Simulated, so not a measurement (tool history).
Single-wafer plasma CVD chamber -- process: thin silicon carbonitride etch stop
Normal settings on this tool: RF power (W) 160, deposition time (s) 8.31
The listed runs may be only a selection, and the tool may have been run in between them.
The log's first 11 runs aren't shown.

run   hour  RF power (W)  deposition time (s)  wafers since the last listed run  hours since the last thermocouple change  hours since the last RF generator calibration  hours since the showerhead was replaced  hours since the gauge calibration  read-back reference wafer on the same gauge, thickness_nm  mean film thickness on the monitor wafer (Å)
     287.8  -- thermocouple changed; heater temperature recalibrated
 12  303.5           160                 8.31                               946                                      15.7                                         1857.7                                   3364.6                              533.9                                                       3.78                                          42.8
 13  320.8           160                 8.31                               754                                        33                                           1875                                   3381.9                              551.2                                                       3.78                                         42.83
     331.1  -- gauge calibrated
 14  416.7           160                 9.42                              4182                                     128.9                                         1970.9                                   3477.8                               85.6                                                       3.78                                         48.45
 15  431.4           140                 8.85                               641                                     143.6                                         1985.6                                   3492.5                              100.3                                                       3.78                                         44.51
 16  467.1           160                 8.31                              1556                                     179.3                                         2021.3                                   3528.2                                136                                                      3.781                                         42.79
 17  484.1           160                  9.1                               741                                     196.3                                         2038.3                                   3545.2                                153                                                       3.78                                         46.87
 18    504           170                 8.78                               867                                     216.2                                         2058.2                                   3565.1                              172.9                                                       3.78                                         45.59
 19    599           160                 8.31                              4142                                     311.2                                         2153.2                                   3660.1                              267.9                                                       3.78                                         42.75
 20  630.1           160                 8.31                              1356                                     342.3                                         2184.3                                   3691.2                                299                                                       3.78                                         42.57
 21  701.4           185                 9.97                              3109                                     413.6                                         2255.6                                   3762.5                              370.3                                                      3.779                                         52.33
       720  -- RF generator calibrated
     733.9  -- showerhead replaced
 22  734.4           145                 6.73                               741                                     446.6                                           14.4                                      0.5                              403.3                                                      3.779                                         34.61

What does the tool deliver on the next run?
 23  742.9           160                 8.31                               370                                     455.1                                           22.9                                        9                              411.8                                                          ?                                             ?

read-back reference wafer on the same gauge, thickness_nm: 3.778
mean film thickness on the monitor wafer (Å): 43.31
With no hidden state in the tool, this same run would have given mean film thickness on the monitor wafer (Å) 43.37.
